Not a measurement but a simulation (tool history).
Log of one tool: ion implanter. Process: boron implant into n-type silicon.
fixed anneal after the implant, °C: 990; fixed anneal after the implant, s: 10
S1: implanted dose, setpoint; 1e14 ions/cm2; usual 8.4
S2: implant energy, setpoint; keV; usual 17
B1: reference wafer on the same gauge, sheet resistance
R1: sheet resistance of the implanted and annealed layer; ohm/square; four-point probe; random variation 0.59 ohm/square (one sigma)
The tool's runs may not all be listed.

| run | hour | S1 | S2 | B1 | R1 |
|---|---|---|---|---|---|
| 1 | 0 | 8.4 | 17 | 143.63 | 150.95 |
| 2 | 95.5 | 8.4 | 17 | 143.53 | 151.65 |
| 3 | 170.5 | 8.4 | 21 | 143.8 | 148.77 |
| 4 | 208.1 | 8.4 | 21 | 143.94 | 148.64 |
| 5 | 303.7 | 8.4 | 17 | 144.43 | 152.02 |
| 6 | 354.4 | 8.4 | 17 | 144.68 | 153.32 |
| 7 | 396.3 | 8.4 | 17 | 144.83 | 153.55 |
| 8 | 447.1 | 8.4 | 17 | 145.25 | 154.32 |
| 9 | 509.9 | 8.4 | 17 | 145.68 | 152.45 |
|  | 537.7 | Faraday cup replaced and dose calibrated |
| 10 | 551 | 8.4 | 17 | 145.91 | 153.94 |
|  | 770.5 | gauge calibrated |
| 11 | 801.6 | 6.94 | 19.5 | 141.2 | 171.02 |
|  | 811.2 | extraction supply calibrated |
| 12 | 909 | 9.07 | 22 | 141.33 | 135.42 |
| 13 | 949.2 | 10.5 | 23 | 141.25 | 120.87 |
| 14 | 1010.1 | 8.4 | 13.5 | 141.38 | 152.8 |
| 15 | 1079.4 | 8.4 | 22.5 | 141.67 | 145.46 |
| 16 | 1170.2 | 8.4 | 17 | 141.82 | 149.93 |
| 17 | 1236.3 | 7.16 | 12 | 142.46 | 174.37 |
| 18 | 1283.9 | 8.4 | 17 | 142.65 | 149.56 |

The tool's hidden state at each run:
deviation of the true dose from the Faraday cup's reading, %: 0 in every run
deviation of the true energy from its setpoint, %: 0 in every run
H1: gauge reads high (%)
| run | H1 |
|---|---|
| 1 | 1.14 |
| 2 | 1.23 |
| 3 | 1.36 |
| 4 | 1.44 |
| 5 | 1.7 |
| 6 | 1.87 |
| 7 | 2.03 |
| 8 | 2.24 |
| 9 | 2.53 |
| 10 | 2.74 |
| 11 | -0.657 |
| 12 | -0.579 |
| 13 | -0.524 |
| 14 | -0.415 |
| 15 | -0.252 |
| 16 | 0.0243 |
| 17 | 0.27 |
| 18 | 0.469 |

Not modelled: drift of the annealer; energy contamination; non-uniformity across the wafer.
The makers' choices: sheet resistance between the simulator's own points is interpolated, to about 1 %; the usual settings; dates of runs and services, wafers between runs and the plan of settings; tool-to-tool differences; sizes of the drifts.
